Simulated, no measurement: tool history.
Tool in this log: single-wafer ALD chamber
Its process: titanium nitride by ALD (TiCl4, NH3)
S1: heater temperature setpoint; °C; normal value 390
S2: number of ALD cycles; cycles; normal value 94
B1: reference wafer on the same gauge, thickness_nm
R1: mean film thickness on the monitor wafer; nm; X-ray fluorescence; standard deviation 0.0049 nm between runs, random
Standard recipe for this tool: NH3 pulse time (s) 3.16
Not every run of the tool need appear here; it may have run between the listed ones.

run 1 day=0.000 | S1=395 S2=94 NH3_pulse_time_(s)=2.47 | B1=1.660 | R1=1.943
run 2 day=0.617 | S1=395 S2=94 NH3_pulse_time_(s)=2.47 | B1=1.659 | R1=1.951
run 3 day=1.888 | S1=395 S2=94 NH3_pulse_time_(s)=2.47 | B1=1.660 | R1=1.945
run 4 day=3.125 | S1=390 S2=94 NH3_pulse_time_(s)=3.16 | B1=1.660 | R1=1.971
run 5 day=4.012 | S1=390 S2=94 NH3_pulse_time_(s)=3.16 | B1=1.659 | R1=1.955
run 6 day=4.650 | S1=390 S2=94 NH3_pulse_time_(s)=3.16 | B1=1.659 | R1=1.964
run 7 day=5.962 | S1=390 S2=94 NH3_pulse_time_(s)=3.16 | B1=1.660 | R1=1.971
run 8 day=7.112 | S1=390 S2=94 NH3_pulse_time_(s)=3.16 | B1=1.661 | R1=1.960
run 9 day=8.575 | S1=390 S2=94 NH3_pulse_time_(s)=3.41 | B1=1.661 | R1=1.970
run 10 day=9.629 | S1=390 S2=94 NH3_pulse_time_(s)=3.41 | B1=1.662 | R1=1.970
run 11 day=10.900 | S1=384 S2=94 NH3_pulse_time_(s)=3.16 | B1=1.660 | R1=1.963
-- day=12.404 showerhead replaced
run 12 day=13.825 | S1=390 S2=94 NH3_pulse_time_(s)=2.57 | B1=1.660 | R1=1.938
run 13 day=15.092 | S1=390 S2=94 NH3_pulse_time_(s)=3.16 | B1=1.660 | R1=1.968
run 14 day=16.279 | S1=390 S2=94 NH3_pulse_time_(s)=3.16 | B1=1.660 | R1=1.955
-- day=16.929 gauge calibrated
run 15 day=17.696 | S1=394 S2=82 NH3_pulse_time_(s)=3.16 | B1=1.660 | R1=1.725
-- day=18.633 thermocouple changed; heater temperature recalibrated
run 16 day=18.654 | S1=390 S2=94 NH3_pulse_time_(s)=2.39 | B1=1.660 | R1=1.929
run 17 day=19.154 | S1=395 S2=109 NH3_pulse_time_(s)=2.76 | B1=1.659 | R1=2.273
run 18 day=19.758 | S1=383 S2=94 NH3_pulse_time_(s)=3.16 | B1=1.661 | R1=1.955
run 19 day=22.512 | S1=381 S2=104 NH3_pulse_time_(s)=2.35 | B1=1.661 | R1=2.121
run 20 day=23.538 | S1=401 S2=82 NH3_pulse_time_(s)=4.40 | B1=1.661 | R1=1.744
run 21 day=24.700 | S1=390 S2=94 NH3_pulse_time_(s)=3.98 | B1=1.660 | R1=1.979

Consider 4 possible next runs. They are alternatives, not a sequence: every one starts from the tool as it was left by run 21. What does each give?
run A day=24.725 | S1=382 S2=94 NH3_pulse_time_(s)=3.16 | B1=? | R1=?
run B day=24.725 | S1=390 S2=89 NH3_pulse_time_(s)=3.16 | B1=? | R1=?
run C day=24.725 | S1=402 S2=94 NH3_pulse_time_(s)=3.16 | B1=? | R1=?
run D day=24.725 | S1=403 S2=83 NH3_pulse_time_(s)=2.84 | B1=? | R1=?

run=A B1=1.659 R1=1.948
run=B B1=1.659 R1=1.854
run=C B1=1.659 R1=1.970
run=D B1=1.659 R1=1.733
With the hidden condition removed and each run's random variation left untouched, the same runs would have given:
run=A R1=1.948
run=B R1=1.854
run=C R1=1.970
run=D R1=1.733
